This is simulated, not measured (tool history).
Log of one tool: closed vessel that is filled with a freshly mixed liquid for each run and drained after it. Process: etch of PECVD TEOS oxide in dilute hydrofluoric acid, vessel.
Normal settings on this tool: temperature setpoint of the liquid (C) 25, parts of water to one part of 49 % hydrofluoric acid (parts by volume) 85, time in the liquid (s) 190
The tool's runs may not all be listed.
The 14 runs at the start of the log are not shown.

| run | hour | temperature setpoint of the liquid (C) | parts of water to one part of 49 % hydrofluoric acid (parts by volume) | time in the liquid (s) | read-back film thickness of the PECVD TEOS oxide reference wafer, read on the same gauge (nm) | thickness taken off the PECVD TEOS oxide on a monitor wafer (Å) |
|---|---|---|---|---|---|---|
| 15 | 201.9 | 23 | 60 | 190 | 120.02 | 662.9 |
| 16 | 207.9 | 21 | 85 | 95 | 120.01 | 210.8 |
| 17 | 224.8 | 25 | 85 | 190 | 119.99 | 488.9 |
| 18 | 231.4 | 22.5 | 115 | 245 | 120.01 | 405.5 |
| 19 | 243.8 | 28 | 55 | 110 | 119.99 | 518.6 |
| 20 | 255.1 | 21.5 | 85 | 105 | 120.01 | 236.1 |
| 21 | 271.1 | 25 | 85 | 270 | 120.01 | 694.6 |
| 22 | 279.8 | 25 | 95 | 190 | 120.01 | 437 |
| 23 | 292.2 | 25 | 85 | 190 | 120.02 | 494.6 |

The next listed run, before its measurement:
| 24 | 310 | 25 | 100 | 80 | ? | ? |

read-back film thickness of the PECVD TEOS oxide reference wafer, read on the same gauge (nm): 120
thickness taken off the PECVD TEOS oxide on a monitor wafer (Å): 174.8
Had the tool carried no hidden state, the very same run would have given thickness taken off the PECVD TEOS oxide on a monitor wafer (Å) 169.2.
